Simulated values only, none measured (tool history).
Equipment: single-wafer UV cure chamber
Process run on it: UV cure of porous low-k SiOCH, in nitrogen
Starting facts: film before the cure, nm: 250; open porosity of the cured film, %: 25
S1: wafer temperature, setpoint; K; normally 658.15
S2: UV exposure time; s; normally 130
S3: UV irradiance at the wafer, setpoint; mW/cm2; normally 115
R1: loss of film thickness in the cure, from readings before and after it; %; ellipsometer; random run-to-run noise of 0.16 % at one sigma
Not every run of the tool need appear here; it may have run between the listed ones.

run,hour,S1,S2,S3,R1
1,0,658.15,130,115,12.379
2,27,658.15,130,115,12.203
3,41.6,658.15,130,115,12.543
4,68.3,666.15,130,115,12.524
5,94,666.15,130,115,12.33
6,113.8,643.15,130,115,11.7
# hour 166.3: quartz window cleaned
7,197.4,658.15,130,115,12.648
8,231.8,658.15,130,115,12.529
9,261.6,658.15,200,115,14.904
10,296,666.15,130,115,12.311
# hour 318.3: UV bulbs replaced
11,319.1,674.15,110,146,12.434
# hour 342.6: quartz window cleaned
12,345,658.15,130,115,12.354
13,367.3,666.15,130,115,12.594
14,388.2,670.15,90,115,10.711
15,405.9,677.15,130,115,12.607
16,431.9,645.15,130,115,11.945

How would selected steps in R1 from run to run divide? Give the signed amount a tool lacking its hidden state would still show from settings, what came in and random variation, and the signed amount left for the hidden state, including any gauge scatter that is not in both of the compared results.
Hidden conditions of the tool in this case: lamp output below its setpoint, %; transmission lost against a clean window, %.
Run 9 -> 10: S1 658.15 -> 666.15, S2 200 -> 130. R1 -2.593 %: hidden state -0.258, all else -2.335.
Run 11 -> 12: S1 674.15 -> 658.15, S2 110 -> 130, S3 146 -> 115, quartz window cleaned. R1 -0.08 %: hidden state +0.582, all else -0.662.
